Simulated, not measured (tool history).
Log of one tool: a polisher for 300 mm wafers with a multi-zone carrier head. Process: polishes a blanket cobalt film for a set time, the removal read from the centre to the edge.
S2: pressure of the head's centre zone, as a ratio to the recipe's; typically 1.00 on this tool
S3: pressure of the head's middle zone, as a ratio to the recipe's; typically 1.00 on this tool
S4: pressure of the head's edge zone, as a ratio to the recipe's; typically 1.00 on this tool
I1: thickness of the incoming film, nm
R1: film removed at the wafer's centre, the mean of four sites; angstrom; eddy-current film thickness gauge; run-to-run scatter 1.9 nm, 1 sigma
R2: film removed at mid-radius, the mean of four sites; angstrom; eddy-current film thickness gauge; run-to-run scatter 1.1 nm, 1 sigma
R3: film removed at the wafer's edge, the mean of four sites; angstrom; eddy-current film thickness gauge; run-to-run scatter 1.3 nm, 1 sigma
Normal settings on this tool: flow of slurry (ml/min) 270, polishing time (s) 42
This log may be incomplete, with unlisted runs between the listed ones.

{"run": 1, "hour": 0.0, "flow of slurry (ml/min)": 270, "S2": 1.0, "S3": 1.0, "S4": 1.0, "polishing time (s)": 42, "I1": 1510.5, "R1": 1160, "R2": 1193, "R3": 1236}
{"run": 2, "hour": 84.5, "flow of slurry (ml/min)": 270, "S2": 1.0, "S3": 1.0, "S4": 1.0, "polishing time (s)": 42, "I1": 1491.4, "R1": 1096, "R2": 1120, "R3": 1138}
{"hour": 117.3, "done": "worn pad replaced by a new one"}
{"hour": 128.4, "done": "centre zone pressure recalibrated"}
{"hour": 143.4, "done": "edge zone pressure recalibrated"}
{"run": 3, "hour": 181.7, "flow of slurry (ml/min)": 270, "S2": 0.96, "S3": 1.0, "S4": 1.0, "polishing time (s)": 42, "I1": 1479.1, "R1": 1187, "R2": 1259, "R3": 1284}
{"run": 4, "hour": 247.8, "flow of slurry (ml/min)": 270, "S2": 0.96, "S3": 1.0, "S4": 1.0, "polishing time (s)": 42, "I1": 1521.1, "R1": 1148, "R2": 1255, "R3": 1273}
{"run": 5, "hour": 305.6, "flow of slurry (ml/min)": 270, "S2": 0.96, "S3": 1.0, "S4": 1.0, "polishing time (s)": 42, "I1": 1474.9, "R1": 1129, "R2": 1223, "R3": 1257}
{"hour": 309.8, "done": "slurry nozzle cleaned"}
{"run": 6, "hour": 398.5, "flow of slurry (ml/min)": 270, "S2": 1.0, "S3": 1.0, "S4": 1.0, "polishing time (s)": 42, "I1": 1524.1, "R1": 1154, "R2": 1148, "R3": 1180}
{"hour": 452.2, "done": "worn pad replaced by a new one, of another model than before"}
{"hour": 452.6, "done": "centre zone pressure recalibrated"}
{"run": 7, "hour": 453.1, "flow of slurry (ml/min)": 270, "S2": 1.0, "S3": 1.0, "S4": 1.0, "polishing time (s)": 42, "I1": 1490.6, "R1": 1221, "R2": 1240, "R3": 1260}
{"hour": 512.2, "done": "edge zone pressure recalibrated"}
{"run": 8, "hour": 528.9, "flow of slurry (ml/min)": 270, "S2": 1.0, "S3": 1.0, "S4": 1.0, "polishing time (s)": 42, "I1": 1512.5, "R1": 1212, "R2": 1218, "R3": 1238}
{"run": 9, "hour": 576.0, "flow of slurry (ml/min)": 270, "S2": 1.0, "S3": 1.0, "S4": 1.0, "polishing time (s)": 42, "I1": 1503.6, "R1": 1185, "R2": 1217, "R3": 1252}
{"run": 10, "hour": 638.6, "flow of slurry (ml/min)": 270, "S2": 1.0, "S3": 1.0, "S4": 1.0, "polishing time (s)": 42, "I1": 1496.2, "R1": 1209, "R2": 1187, "R3": 1218}
{"hour": 740.1, "done": "carrier head's membrane replaced by a new one"}
{"run": 11, "hour": 740.6, "flow of slurry (ml/min)": 270, "S2": 1.0, "S3": 0.92, "S4": 1.0, "polishing time (s)": 46, "I1": 1484.3, "R1": 1211, "R2": 1143, "R3": 1269}
{"hour": 768.2, "done": "centre zone pressure recalibrated"}
{"run": 12, "hour": 785.9, "flow of slurry (ml/min)": 270, "S2": 0.96, "S3": 1.0, "S4": 1.0, "polishing time (s)": 42, "I1": 1471.6, "R1": 1023, "R2": 1077, "R3": 1104}
{"hour": 811.1, "done": "worn pad replaced by a new one"}
{"run": 13, "hour": 858.0, "flow of slurry (ml/min)": 270, "S2": 1.0, "S3": 1.0, "S4": 1.0, "polishing time (s)": 27, "I1": 1499.6, "R1": 779, "R2": 786, "R3": 798}
{"run": 14, "hour": 899.9, "flow of slurry (ml/min)": 220, "S2": 1.0, "S3": 1.0, "S4": 0.93, "polishing time (s)": 42, "I1": 1504.6, "R1": 1143, "R2": 1173, "R3": 1175}
{"hour": 907.6, "done": "edge zone pressure recalibrated"}
{"run": 15, "hour": 965.8, "flow of slurry (ml/min)": 340, "S2": 0.94, "S3": 1.0, "S4": 1.08, "polishing time (s)": 42, "I1": 1478.2, "R1": 1122, "R2": 1220, "R3": 1304}
{"hour": 984.9, "done": "slurry nozzle cleaned"}
{"run": 16, "hour": 1065.1, "flow of slurry (ml/min)": 270, "S2": 1.0, "S3": 1.0, "S4": 1.0, "polishing time (s)": 42, "I1": 1461.6, "R1": 1121, "R2": 1144, "R3": 1164}
{"hour": 1101.0, "done": "centre zone pressure recalibrated"}
{"run": 17, "hour": 1104.0, "flow of slurry (ml/min)": 335, "S2": 1.0, "S3": 1.11, "S4": 0.94, "polishing time (s)": 42, "I1": 1501.5, "R1": 1144, "R2": 1237, "R3": 1110}
{"hour": 1173.0, "done": "worn pad replaced by a new one"}
{"run": 18, "hour": 1192.5, "flow of slurry (ml/min)": 270, "S2": 1.0, "S3": 1.0, "S4": 1.0, "polishing time (s)": 42, "I1": 1491.3, "R1": 1229, "R2": 1284, "R3": 1298}
{"hour": 1222.3, "done": "edge zone pressure recalibrated"}
{"run": 19, "hour": 1259.3, "flow of slurry (ml/min)": 270, "S2": 1.0, "S3": 1.0, "S4": 1.0, "polishing time (s)": 42, "I1": 1499.3, "R1": 1249, "R2": 1261, "R3": 1290}
{"run": 20, "hour": 1305.5, "flow of slurry (ml/min)": 365, "S2": 1.08, "S3": 1.0, "S4": 1.11, "polishing time (s)": 42, "I1": 1471.2, "R1": 1397, "R2": 1303, "R3": 1369}
{"run": 21, "hour": 1392.3, "flow of slurry (ml/min)": 270, "S2": 1.09, "S3": 1.09, "S4": 1.0, "polishing time (s)": 42, "I1": 1501.6, "R1": 1289, "R2": 1275, "R3": 1227}
{"hour": 1408.1, "done": "centre zone pressure recalibrated"}
{"run": 22, "hour": 1496.3, "flow of slurry (ml/min)": 270, "S2": 1.0, "S3": 1.0, "S4": 1.0, "polishing time (s)": 42, "I1": 1490.5, "R1": 1105, "R2": 1113, "R3": 1153}

Below are 4 alternative next runs, each starting from the tool's condition after run 22. Predict each:
{"run": "A", "hour": 1496.7, "flow of slurry (ml/min)": 270, "S2": 1.0, "S3": 1.0, "S4": 1.0, "polishing time (s)": 42, "I1": 1470.7, "R1": "?", "R2": "?", "R3": "?"}
{"run": "B", "hour": 1496.7, "flow of slurry (ml/min)": 270, "S2": 1.07, "S3": 1.0, "S4": 0.95, "polishing time (s)": 34, "I1": 1470.7, "R1": "?", "R2": "?", "R3": "?"}
{"run": "C", "hour": 1496.7, "flow of slurry (ml/min)": 345, "S2": 1.0, "S3": 1.0, "S4": 1.0, "polishing time (s)": 47, "I1": 1470.7, "R1": "?", "R2": "?", "R3": "?"}
{"run": "D", "hour": 1496.7, "flow of slurry (ml/min)": 270, "S2": 0.92, "S3": 1.0, "S4": 1.0, "polishing time (s)": 42, "I1": 1470.7, "R1": "?", "R2": "?", "R3": "?"}

run=A R1=1125 R2=1102 R3=1136
run=B R1=972 R2=892 R3=897
run=C R1=1304 R2=1272 R3=1302
run=D R1=1040 R2=1102 R3=1136
Had the tool no hidden state, the same runs would have come out as:
run=A R1=1289 R2=1261 R3=1300
run=B R1=1112 R2=1021 R3=1027
run=C R1=1493 R2=1456 R3=1491
run=D R1=1191 R2=1262 R3=1300
